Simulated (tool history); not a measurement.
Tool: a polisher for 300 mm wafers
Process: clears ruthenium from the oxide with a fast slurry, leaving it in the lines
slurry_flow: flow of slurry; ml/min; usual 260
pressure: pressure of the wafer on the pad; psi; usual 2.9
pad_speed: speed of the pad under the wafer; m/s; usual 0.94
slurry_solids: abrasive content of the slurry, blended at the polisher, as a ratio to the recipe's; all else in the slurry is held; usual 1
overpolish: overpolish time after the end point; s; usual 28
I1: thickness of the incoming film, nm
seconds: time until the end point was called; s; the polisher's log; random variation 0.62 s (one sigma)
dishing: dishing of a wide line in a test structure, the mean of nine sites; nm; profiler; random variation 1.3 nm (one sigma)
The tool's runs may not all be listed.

{"run": 1, "hour": 0.0, "slurry_flow": 285, "pressure": 2.9, "pad_speed": 0.94, "slurry_solids": 1, "overpolish": 28, "I1": 140.4, "seconds": 33.2, "dishing": 80.9}
{"hour": 55.5, "done": "head pressure recalibrated"}
{"run": 2, "hour": 104.6, "slurry_flow": 260, "pressure": 2.9, "pad_speed": 0.94, "slurry_solids": 1, "overpolish": 28, "I1": 140.5, "seconds": 36.9, "dishing": 77.3}
{"run": 3, "hour": 148.6, "slurry_flow": 260, "pressure": 2.9, "pad_speed": 0.94, "slurry_solids": 1, "overpolish": 28, "I1": 138.1, "seconds": 37, "dishing": 77.9}
{"run": 4, "hour": 187.8, "slurry_flow": 260, "pressure": 2.9, "pad_speed": 0.94, "slurry_solids": 1, "overpolish": 28, "I1": 139.9, "seconds": 37, "dishing": 79.3}
{"run": 5, "hour": 230.3, "slurry_flow": 290, "pressure": 2.9, "pad_speed": 0.94, "slurry_solids": 1, "overpolish": 28, "I1": 141, "seconds": 37.7, "dishing": 79.9}
{"hour": 312.9, "done": "slurry nozzle cleaned"}
{"run": 6, "hour": 324.1, "slurry_flow": 185, "pressure": 2.4, "pad_speed": 1.18, "slurry_solids": 1, "overpolish": 28, "I1": 139.4, "seconds": 36.5, "dishing": 78.4}
{"run": 7, "hour": 388.9, "slurry_flow": 340, "pressure": 2.9, "pad_speed": 0.82, "slurry_solids": 1, "overpolish": 19, "I1": 137.9, "seconds": 40.3, "dishing": 51.8}
{"hour": 467.6, "done": "slurry blender recalibrated"}
{"run": 8, "hour": 496.8, "slurry_flow": 260, "pressure": 2.5, "pad_speed": 0.94, "slurry_solids": 0.75, "overpolish": 28, "I1": 139.5, "seconds": 43.9, "dishing": 65.4}
{"run": 9, "hour": 583.0, "slurry_flow": 260, "pressure": 2.9, "pad_speed": 0.94, "slurry_solids": 1.15, "overpolish": 39, "I1": 138.5, "seconds": 31.4, "dishing": 113.5}
{"hour": 587.2, "done": "worn pad replaced by a new one"}
{"run": 10, "hour": 633.4, "slurry_flow": 260, "pressure": 2.9, "pad_speed": 0.94, "slurry_solids": 1, "overpolish": 28, "I1": 141, "seconds": 34.7, "dishing": 84}
{"run": 11, "hour": 681.6, "slurry_flow": 290, "pressure": 2.9, "pad_speed": 0.94, "slurry_solids": 1, "overpolish": 28, "I1": 139.1, "seconds": 32.1, "dishing": 82.6}
{"run": 12, "hour": 787.7, "slurry_flow": 345, "pressure": 3.2, "pad_speed": 1.24, "slurry_solids": 1, "overpolish": 41, "I1": 140.3, "seconds": 23.2, "dishing": 138}
{"run": 13, "hour": 882.3, "slurry_flow": 205, "pressure": 2.9, "pad_speed": 0.64, "slurry_solids": 1, "overpolish": 28, "I1": 138.6, "seconds": 53.6, "dishing": 55.7}
{"run": 14, "hour": 953.6, "slurry_flow": 260, "pressure": 2.9, "pad_speed": 0.94, "slurry_solids": 1, "overpolish": 28, "I1": 140.9, "seconds": 36.5, "dishing": 78.5}
{"run": 15, "hour": 1033.9, "slurry_flow": 295, "pressure": 2, "pad_speed": 0.94, "slurry_solids": 1, "overpolish": 28, "I1": 139.3, "seconds": 52.9, "dishing": 56.9}
{"hour": 1045.8, "done": "slurry nozzle cleaned"}
{"hour": 1054.9, "done": "head pressure recalibrated"}
{"run": 16, "hour": 1109.5, "slurry_flow": 180, "pressure": 1.9, "pad_speed": 0.94, "slurry_solids": 1, "overpolish": 28, "I1": 138.2, "seconds": 56.2, "dishing": 51.9}
{"hour": 1126.7, "done": "slurry blender recalibrated"}
{"run": 17, "hour": 1160.7, "slurry_flow": 260, "pressure": 2.4, "pad_speed": 1.12, "slurry_solids": 0.85, "overpolish": 43, "I1": 137.8, "seconds": 35.3, "dishing": 108.1}
{"hour": 1209.2, "done": "worn pad replaced by a new one"}
{"run": 18, "hour": 1310.5, "slurry_flow": 260, "pressure": 2.9, "pad_speed": 0.94, "slurry_solids": 1.1, "overpolish": 28, "I1": 139.7, "seconds": 31.8, "dishing": 88.8}
{"run": 19, "hour": 1346.7, "slurry_flow": 260, "pressure": 2.9, "pad_speed": 0.94, "slurry_solids": 1, "overpolish": 28, "I1": 139.2, "seconds": 34.1, "dishing": 82.3}
{"run": 20, "hour": 1450.5, "slurry_flow": 260, "pressure": 2.9, "pad_speed": 0.94, "slurry_solids": 1, "overpolish": 28, "I1": 140, "seconds": 34.7, "dishing": 80.9}
{"run": 21, "hour": 1502.5, "slurry_flow": 315, "pressure": 2.9, "pad_speed": 0.94, "slurry_solids": 1, "overpolish": 28, "I1": 141, "seconds": 35.5, "dishing": 80.9}
{"run": 22, "hour": 1604.1, "slurry_flow": 300, "pressure": 2.9, "pad_speed": 0.94, "slurry_solids": 0.8, "overpolish": 28, "I1": 140.9, "seconds": 41.3, "dishing": 73.1}
{"run": 23, "hour": 1677.0, "slurry_flow": 295, "pressure": 2.9, "pad_speed": 0.94, "slurry_solids": 1, "overpolish": 28, "I1": 140.6, "seconds": 35.4, "dishing": 77.7}
{"run": 24, "hour": 1755.1, "slurry_flow": 260, "pressure": 2.9, "pad_speed": 0.94, "slurry_solids": 1, "overpolish": 13, "I1": 140.5, "seconds": 38.8, "dishing": 38.8}
{"hour": 1845.7, "done": "slurry blender recalibrated"}
{"run": 25, "hour": 1849.6, "slurry_flow": 260, "pressure": 2.9, "pad_speed": 0.8, "slurry_solids": 1, "overpolish": 28, "I1": 142.2, "seconds": 43.9, "dishing": 69.9}
{"hour": 1860.4, "done": "slurry nozzle cleaned"}
{"run": 26, "hour": 1895.5, "slurry_flow": 260, "pressure": 2.1, "pad_speed": 0.94, "slurry_solids": 1, "overpolish": 28, "I1": 141.2, "seconds": 46.1, "dishing": 63.4}
{"hour": 1913.3, "done": "worn pad replaced by a new one"}
{"run": 27, "hour": 1975.0, "slurry_flow": 260, "pressure": 2.9, "pad_speed": 0.94, "slurry_solids": 1, "overpolish": 28, "I1": 142.3, "seconds": 33.3, "dishing": 84.8}

5 ways to go on from here, each from the tool as it stands after run 27. What would each give?
{"run": "A", "hour": 1975.4, "slurry_flow": 260, "pressure": 2.9, "pad_speed": 0.94, "slurry_solids": 1, "overpolish": 33, "I1": 139.4, "seconds": "?", "dishing": "?"}
{"run": "B", "hour": 1975.4, "slurry_flow": 290, "pressure": 3.4, "pad_speed": 1.14, "slurry_solids": 1, "overpolish": 28, "I1": 139.4, "seconds": "?", "dishing": "?"}
{"run": "C", "hour": 1975.4, "slurry_flow": 285, "pressure": 2.4, "pad_speed": 0.94, "slurry_solids": 1, "overpolish": 28, "I1": 139.4, "seconds": "?", "dishing": "?"}
{"run": "D", "hour": 1975.4, "slurry_flow": 330, "pressure": 3.9, "pad_speed": 0.94, "slurry_solids": 1, "overpolish": 12, "I1": 139.4, "seconds": "?", "dishing": "?"}
{"run": "E", "hour": 1975.4, "slurry_flow": 225, "pressure": 3.4, "pad_speed": 0.94, "slurry_solids": 1, "overpolish": 28, "I1": 139.4, "seconds": "?", "dishing": "?"}

run=A seconds=33.5 dishing=97.8
run=B seconds=23.3 dishing=113.5
run=C seconds=40.1 dishing=74.2
run=D seconds=24.3 dishing=55.1
run=E seconds=29.1 dishing=96
Without the tool's hidden state the same runs would have given:
run=A seconds=32.7 dishing=99.5
run=B seconds=22.8 dishing=115.3
run=C seconds=39.2 dishing=75.6
run=D seconds=23.8 dishing=56.2
run=E seconds=28.4 dishing=97.7
